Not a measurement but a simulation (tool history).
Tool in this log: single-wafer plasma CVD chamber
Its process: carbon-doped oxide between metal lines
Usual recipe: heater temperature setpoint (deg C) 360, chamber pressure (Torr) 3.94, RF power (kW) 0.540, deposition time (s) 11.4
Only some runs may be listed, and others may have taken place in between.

run,hour,heater temperature setpoint (deg C),chamber pressure (Torr),RF power (kW),deposition time (s),wafers since the last listed run,hours since the last thermocouple change,hours since the last RF generator calibration,hours since the last manometer calibration,hours since the showerhead was replaced,hours since the gauge calibration,"read-back reference wafer on the same gauge, thickness_nm",mean film thickness on the monitor wafer (angstrom)
1,0.0,360,3.94,0.540,12.8,0,1891.8,1579.1,3037.8,2754.2,531.2,54.670,592.28
2,24.1,360,3.94,0.540,12.8,698,1915.9,1603.2,3061.9,2778.3,555.3,54.589,583.10
3,56.1,351,3.94,0.540,11.4,927,1947.9,1635.2,3093.9,2810.3,587.3,54.546,536.13
4,125.1,360,3.94,0.540,11.4,2000,2016.9,1704.2,3162.9,2879.3,656.3,54.576,524.44
5,162.8,360,3.94,0.540,11.4,1093,2054.6,1741.9,3200.6,2917.0,694.0,54.614,527.05
6,194.5,360,3.94,0.540,11.4,919,2086.3,1773.6,3232.3,2948.7,725.7,54.661,526.39
7,259.4,360,3.94,0.540,11.4,1882,2151.2,1838.5,3297.2,3013.6,790.6,54.613,521.47
# hour 282.8: capacitance manometer re-zeroed and calibrated
8,314.5,360,4.64,0.540,11.4,1365,2206.3,1893.6,31.7,3068.7,845.7,54.590,539.02
# hour 331.6: RF generator calibrated
9,361.2,360,3.25,0.450,13.2,1122,2253.0,29.6,78.4,3115.4,892.4,54.643,522.45
# hour 440.8: showerhead replaced
# hour 497.4: gauge calibrated
# hour 511.2: thermocouple changed; heater temperature recalibrated
10,559.6,360,3.25,0.450,13.2,5289,48.4,228.0,276.8,118.8,62.2,54.641,517.38
11,606.5,352,3.04,0.485,10.6,1360,95.3,274.9,323.7,165.7,109.1,54.566,446.97
12,640.0,369,3.94,0.540,12.3,971,128.8,308.4,357.2,199.2,142.6,54.566,555.24
13,698.2,360,2.97,0.630,9.6,1687,187.0,366.6,415.4,257.4,200.8,54.603,469.57
14,743.6,360,3.02,0.540,10.4,1316,232.4,412.0,460.8,302.8,246.2,54.538,463.99
15,790.7,360,3.35,0.540,10.8,1365,279.5,459.1,507.9,349.9,293.3,54.623,486.91
16,841.9,350,4.65,0.540,11.4,1484,330.7,510.3,559.1,401.1,344.5,54.590,557.23

Forecast each of these 3 alternatives for the next run:
A,842.3,360,3.94,0.540,11.4,11,331.1,510.7,559.5,401.5,344.9,?,?
B,842.3,369,3.94,0.540,9.5,11,331.1,510.7,559.5,401.5,344.9,?,?
C,842.3,354,3.50,0.540,12.5,11,331.1,510.7,559.5,401.5,344.9,?,?

run,"read-back reference wafer on the same gauge, thickness_nm",mean film thickness on the monitor wafer (angstrom)
A,54.616,523.99
B,54.616,429.07
C,54.616,571.08
What these runs would have given with no unlogged condition in the tool:
run,mean film thickness on the monitor wafer (angstrom)
A,523.99
B,429.07
C,571.08
